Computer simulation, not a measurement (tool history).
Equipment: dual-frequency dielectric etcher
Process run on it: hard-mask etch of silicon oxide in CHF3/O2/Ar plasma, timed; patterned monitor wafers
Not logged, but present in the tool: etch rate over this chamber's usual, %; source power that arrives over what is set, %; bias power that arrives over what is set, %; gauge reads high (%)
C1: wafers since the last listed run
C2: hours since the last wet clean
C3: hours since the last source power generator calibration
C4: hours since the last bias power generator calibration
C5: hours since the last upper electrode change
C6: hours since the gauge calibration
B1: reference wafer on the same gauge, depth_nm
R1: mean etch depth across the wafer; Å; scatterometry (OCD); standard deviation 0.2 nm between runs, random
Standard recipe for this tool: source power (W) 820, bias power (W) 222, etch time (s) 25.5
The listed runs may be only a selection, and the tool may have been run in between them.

run 1 day=0.000 | source_power_(W)=820 bias_power_(W)=244 etch_time_(s)=25.5 | C1=0 C2=8.8 C3=2291.6 C4=2539.4 C5=5172.4 C6=202.4 | B1=62.6 | R1=597
run 2 day=0.712 | source_power_(W)=820 bias_power_(W)=244 etch_time_(s)=25.5 | C1=184 C2=25.9 C3=2308.7 C4=2556.5 C5=5189.5 C6=219.5 | B1=62.6 | R1=595
run 3 day=1.675 | source_power_(W)=820 bias_power_(W)=222 etch_time_(s)=25.5 | C1=249 C2=49.0 C3=2331.8 C4=2579.6 C5=5212.6 C6=242.6 | B1=62.6 | R1=572
run 4 day=2.575 | source_power_(W)=820 bias_power_(W)=222 etch_time_(s)=25.5 | C1=232 C2=70.6 C3=2353.4 C4=2601.2 C5=5234.2 C6=264.2 | B1=62.6 | R1=570
run 5 day=3.592 | source_power_(W)=820 bias_power_(W)=222 etch_time_(s)=31.0 | C1=263 C2=95.0 C3=2377.8 C4=2625.6 C5=5258.6 C6=288.6 | B1=62.6 | R1=698
run 6 day=4.171 | source_power_(W)=820 bias_power_(W)=222 etch_time_(s)=25.5 | C1=149 C2=108.9 C3=2391.7 C4=2639.5 C5=5272.5 C6=302.5 | B1=62.7 | R1=569
-- day=5.712 gauge calibrated
run 7 day=8.500 | source_power_(W)=820 bias_power_(W)=222 etch_time_(s)=25.5 | C1=1120 C2=212.8 C3=2495.6 C4=2743.4 C5=5376.4 C6=66.9 | B1=62.6 | R1=572
run 8 day=9.117 | source_power_(W)=820 bias_power_(W)=222 etch_time_(s)=25.5 | C1=159 C2=227.6 C3=2510.4 C4=2758.2 C5=5391.2 C6=81.7 | B1=62.5 | R1=573
run 9 day=10.608 | source_power_(W)=870 bias_power_(W)=222 etch_time_(s)=25.5 | C1=386 C2=263.4 C3=2546.2 C4=2794.0 C5=5427.0 C6=117.5 | B1=62.6 | R1=592
run 10 day=11.812 | source_power_(W)=870 bias_power_(W)=222 etch_time_(s)=25.5 | C1=311 C2=292.3 C3=2575.1 C4=2822.9 C5=5455.9 C6=146.4 | B1=62.6 | R1=592
run 11 day=12.629 | source_power_(W)=820 bias_power_(W)=222 etch_time_(s)=25.5 | C1=211 C2=311.9 C3=2594.7 C4=2842.5 C5=5475.5 C6=166.0 | B1=62.6 | R1=574
-- day=14.046 bias power generator calibrated
-- day=14.400 wet clean of the chamber
run 12 day=14.421 | source_power_(W)=820 bias_power_(W)=191 etch_time_(s)=25.5 | C1=329 C2=0.5 C3=2637.7 C4=9.0 C5=5518.5 C6=209.0 | B1=62.7 | R1=545
run 13 day=14.433 | source_power_(W)=920 bias_power_(W)=222 etch_time_(s)=22.5 | C1=3 C2=0.8 C3=2638.0 C4=9.3 C5=5518.8 C6=209.3 | B1=62.6 | R1=538
run 14 day=15.258 | source_power_(W)=660 bias_power_(W)=222 etch_time_(s)=25.5 | C1=213 C2=20.6 C3=2657.8 C4=29.1 C5=5538.6 C6=229.1 | B1=62.7 | R1=505
run 15 day=16.117 | source_power_(W)=760 bias_power_(W)=244 etch_time_(s)=20.5 | C1=222 C2=41.2 C3=2678.4 C4=49.7 C5=5559.2 C6=249.7 | B1=62.5 | R1=458
run 16 day=16.896 | source_power_(W)=820 bias_power_(W)=260 etch_time_(s)=25.5 | C1=201 C2=59.9 C3=2697.1 C4=68.4 C5=5577.9 C6=268.4 | B1=62.6 | R1=611
-- day=17.321 source power generator calibrated
-- day=18.833 upper electrode replaced
-- day=19.267 gauge calibrated
run 17 day=21.092 | source_power_(W)=820 bias_power_(W)=274 etch_time_(s)=25.5 | C1=784 C2=160.6 C3=90.5 C4=169.1 C5=54.2 C6=43.8 | B1=62.6 | R1=623
run 18 day=22.262 | source_power_(W)=940 bias_power_(W)=203 etch_time_(s)=25.5 | C1=303 C2=188.7 C3=118.6 C4=197.2 C5=82.3 C6=71.9 | B1=62.5 | R1=598
run 19 day=23.733 | source_power_(W)=820 bias_power_(W)=222 etch_time_(s)=25.5 | C1=380 C2=224.0 C3=153.9 C4=232.5 C5=117.6 C6=107.2 | B1=62.5 | R1=575
run 20 day=24.675 | source_power_(W)=950 bias_power_(W)=276 etch_time_(s)=29.0 | C1=243 C2=246.6 C3=176.5 C4=255.1 C5=140.2 C6=129.8 | B1=62.6 | R1=773

Branching from run 20: 4 alternative next runs. What would each branch give?
run A day=24.692 | source_power_(W)=970 bias_power_(W)=222 etch_time_(s)=25.5 | C1=4 C2=247.0 C3=176.9 C4=255.5 C5=140.6 C6=130.2 | B1=? | R1=?
run B day=24.692 | source_power_(W)=970 bias_power_(W)=259 etch_time_(s)=21.0 | C1=4 C2=247.0 C3=176.9 C4=255.5 C5=140.6 C6=130.2 | B1=? | R1=?
run C day=24.692 | source_power_(W)=1000 bias_power_(W)=272 etch_time_(s)=22.0 | C1=4 C2=247.0 C3=176.9 C4=255.5 C5=140.6 C6=130.2 | B1=? | R1=?
run D day=24.692 | source_power_(W)=680 bias_power_(W)=222 etch_time_(s)=31.5 | C1=4 C2=247.0 C3=176.9 C4=255.5 C5=140.6 C6=130.2 | B1=? | R1=?

run=A B1=62.6 R1=631
run=B B1=62.6 R1=551
run=C B1=62.6 R1=597
run=D B1=62.6 R1=635
What these runs would have given with no unlogged condition in the tool:
run=A R1=631
run=B R1=551
run=C R1=597
run=D R1=635

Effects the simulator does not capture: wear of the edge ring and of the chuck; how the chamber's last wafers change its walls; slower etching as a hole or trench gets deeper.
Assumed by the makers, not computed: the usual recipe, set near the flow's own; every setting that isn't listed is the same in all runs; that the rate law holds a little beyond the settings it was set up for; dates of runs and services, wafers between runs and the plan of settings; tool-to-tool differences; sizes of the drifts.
